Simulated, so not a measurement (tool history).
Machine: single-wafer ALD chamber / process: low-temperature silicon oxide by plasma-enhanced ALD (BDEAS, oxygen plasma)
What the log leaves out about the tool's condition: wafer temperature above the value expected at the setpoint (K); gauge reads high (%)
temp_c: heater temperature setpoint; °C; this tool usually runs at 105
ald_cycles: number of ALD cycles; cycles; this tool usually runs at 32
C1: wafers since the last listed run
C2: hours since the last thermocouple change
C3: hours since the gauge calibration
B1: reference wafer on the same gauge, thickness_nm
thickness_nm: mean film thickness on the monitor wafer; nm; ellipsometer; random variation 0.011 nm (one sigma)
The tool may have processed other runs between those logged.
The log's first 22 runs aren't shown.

Run 23, day 24.867: usual settings; C1 153; C2 831.6; C3 66.7; B1 5.238. Result: thickness_nm 4.486 nm.
Run 24, day 25.638: usual settings but ald_cycles 29 cycles; C1 153; C2 850.1; C3 85.2; B1 5.239. Result: thickness_nm 4.078 nm.
Run 25, day 26.767: usual settings but temp_c 110 °C, ald_cycles 36 cycles; C1 224; C2 877.2; C3 112.3; B1 5.24. Result: thickness_nm 5.018 nm.
Run 26, day 28.238: usual settings but temp_c 114 °C; C1 292; C2 912.5; C3 147.6; B1 5.241. Result: thickness_nm 4.397 nm.
Run 27, day 29.1: usual settings; C1 171; C2 933.2; C3 168.3; B1 5.238. Result: thickness_nm 4.495 nm.
Run 28, day 29.862: usual settings but temp_c 91 °C, ald_cycles 35 cycles; C1 151; C2 951.5; C3 186.6; B1 5.242. Result: thickness_nm 5.086 nm.
Run 29, day 30.529: usual settings but temp_c 94 °C, ald_cycles 35 cycles; C1 132; C2 967.5; C3 202.6; B1 5.239. Result: thickness_nm 5.052 nm.
Run 30, day 31.962: usual settings; C1 284; C2 1001.9; C3 237; B1 5.24. Result: thickness_nm 4.478 nm.
Run 31, day 33.304: usual settings but temp_c 95 °C; C1 266; C2 1034.1; C3 269.2; B1 5.239. Result: thickness_nm 4.572 nm.
At day 34.054: thermocouple changed; heater temperature recalibrated.
Run 32, day 34.504: usual settings; C1 172; C2 10.8; C3 298; B1 5.24. Result: thickness_nm 4.538 nm.
Run 33, day 35.792: usual settings; C1 255; C2 41.7; C3 328.9; B1 5.242. Result: thickness_nm 4.541 nm.
Run 34, day 36.588: usual settings but temp_c 114 °C, ald_cycles 28 cycles; C1 158; C2 60.8; C3 348; B1 5.241. Result: thickness_nm 3.882 nm.
Run 35, day 37.958: usual settings; C1 272; C2 93.7; C3 380.9; B1 5.241. Result: thickness_nm 4.528 nm.
Run 36, day 38.579: usual settings but temp_c 92 °C, ald_cycles 28 cycles; C1 123; C2 108.6; C3 395.8; B1 5.238. Result: thickness_nm 4.133 nm.
Run 37, day 39.888: usual settings; C1 260; C2 140; C3 427.2; B1 5.238. Result: thickness_nm 4.521 nm.
Run 38, day 40.817: usual settings but temp_c 117 °C, ald_cycles 30 cycles; C1 184; C2 162.3; C3 449.5; B1 5.24. Result: thickness_nm 4.154 nm.
Run 39, day 41.392: usual settings but temp_c 117 °C, ald_cycles 26 cycles; C1 114; C2 176.1; C3 463.3; B1 5.243. Result: thickness_nm 3.576 nm.
Run 40, day 42.462: usual settings but temp_c 91 °C, ald_cycles 26 cycles; C1 212; C2 201.8; C3 489; B1 5.241. Result: thickness_nm 3.853 nm.
Run 41, day 43.2: usual settings but temp_c 118 °C, ald_cycles 37 cycles; C1 146; C2 219.5; C3 506.7; B1 5.239. Result: thickness_nm 5.09 nm.
Run 42, day 44.021: usual settings but temp_c 115 °C, ald_cycles 30 cycles; C1 163; C2 239.2; C3 526.4; B1 5.243. Result: thickness_nm 4.13 nm.
Run 43, day 46.608: usual settings but ald_cycles 35 cycles; C1 514; C2 301.3; C3 588.5; B1 5.238. Result: thickness_nm 4.941 nm.
Run 44, day 47.621: usual settings but temp_c 109 °C, ald_cycles 30 cycles; C1 201; C2 325.6; C3 612.8; B1 5.24. Result: thickness_nm 4.194 nm.
Run 45, day 48.6: usual settings but temp_c 96 °C, ald_cycles 35 cycles; C1 194; C2 349.1; C3 636.3; B1 5.24. Result: thickness_nm 5.071 nm.
Run 46, day 50.079: usual settings but temp_c 94 °C, ald_cycles 36 cycles; C1 294; C2 384.6; C3 671.8; B1 5.241. Result: thickness_nm 5.216 nm.
Run 47, day 50.838: usual settings but temp_c 113 °C, ald_cycles 37 cycles; C1 150; C2 402.8; C3 690; B1 5.24. Result: thickness_nm 5.112 nm.

Consider 3 possible next runs. They are alternatives, not a sequence: every one starts from the tool as it was left by run 47. What does each give?
Run A, day 50.858: usual settings; C1 4; C2 403.3; C3 690.5; B1 ?. Result: thickness_nm ?.
Run B, day 50.858: usual settings but ald_cycles 36 cycles; C1 4; C2 403.3; C3 690.5; B1 ?. Result: thickness_nm ?.
Run C, day 50.858: usual settings but temp_c 100 °C, ald_cycles 30 cycles; C1 4; C2 403.3; C3 690.5; B1 ?. Result: thickness_nm ?.

run     B1  thickness_nm
  A  5.238         4.489
  B  5.238          5.05
  C  5.238         4.252
Stripped of hidden state, with their random variation kept, the same runs would have yielded:
run  thickness_nm
  A         4.507
  B          5.07
  C         4.274
